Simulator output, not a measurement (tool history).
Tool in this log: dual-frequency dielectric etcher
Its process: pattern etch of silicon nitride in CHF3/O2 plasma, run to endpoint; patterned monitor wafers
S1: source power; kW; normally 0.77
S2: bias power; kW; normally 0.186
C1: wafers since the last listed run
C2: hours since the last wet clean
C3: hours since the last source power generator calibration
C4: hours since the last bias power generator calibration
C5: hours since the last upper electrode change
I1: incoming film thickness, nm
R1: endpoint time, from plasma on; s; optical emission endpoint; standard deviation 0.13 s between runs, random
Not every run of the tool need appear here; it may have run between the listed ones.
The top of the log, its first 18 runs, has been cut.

run   hour    S1     S2   C1     C2      C3      C4     C5    I1    R1
 19  250.1  0.77  0.186  320   62.9  4860.6  4114.3   28.7  74.6    43
 20    262  0.77  0.186  135   74.8  4872.5  4126.2   40.6  75.4  43.3
 21  275.5  0.77  0.186  153   88.3    4886  4139.7   54.1    75  43.2
 22    284  0.77  0.174   96   96.8  4894.5  4148.2   62.6  75.3  44.4
     296.4  -- bias power generator calibrated
 23  297.7  0.58  0.213  110  110.5  4908.2     1.3   76.3  75.2  48.4
     305.9  -- source power generator calibrated
 24  308.7  0.93  0.226   79  121.5     2.8    12.3   87.3  74.8  37.1
 25  316.4  0.84  0.158   87  129.2    10.5      20     95    76  43.7
 26  323.1  0.77  0.186   76  135.9    17.2    26.7  101.7  75.2  43.2
 27  336.2  0.77  0.195  149    149    30.3    39.8  114.8  75.7  43.2
 28  344.9  0.68  0.201   98  157.7      39    48.5  123.5  75.5  45.4
 29  352.7  0.77  0.186   88  165.5    46.8    56.3  131.3  75.9  43.7
 30  369.6  0.67  0.216  192  182.4    63.7    73.2  148.2    76  44.9
 31  378.3  0.64  0.173   98  191.1    72.4    81.9  156.9  75.4  48.4
 32  384.8  0.89  0.169   73  197.6    78.9    88.4  163.4  75.7  41.5
 33  401.8  0.96  0.205  193  214.6    95.9   105.4  180.4  76.1  37.9
 34  416.5  0.83  0.186  167  229.3   110.6   120.1  195.1  75.5  41.9

Here are 5 independent what-if runs from the current tool condition. What would each one return?
  A  416.9  0.77  0.216   4  229.7  111  120.5  195.5  75.1   ?
  B  416.9   0.9  0.215   4  229.7  111  120.5  195.5  75.1   ?
  C  416.9  0.95  0.199   4  229.7  111  120.5  195.5  75.1   ?
  D  416.9  0.77  0.172   4  229.7  111  120.5  195.5  75.1   ?
  E  416.9  0.82  0.173   4  229.7  111  120.5  195.5  75.1   ?

run    R1
  A  41.1
  B  38.1
  C    38
  D  43.9
  E  42.4
The same runs, with their run-to-run variation unchanged, on a tool lacking any hidden condition would have given:
run    R1
  A  41.5
  B  38.5
  C  38.4
  D  44.3
  E  42.9
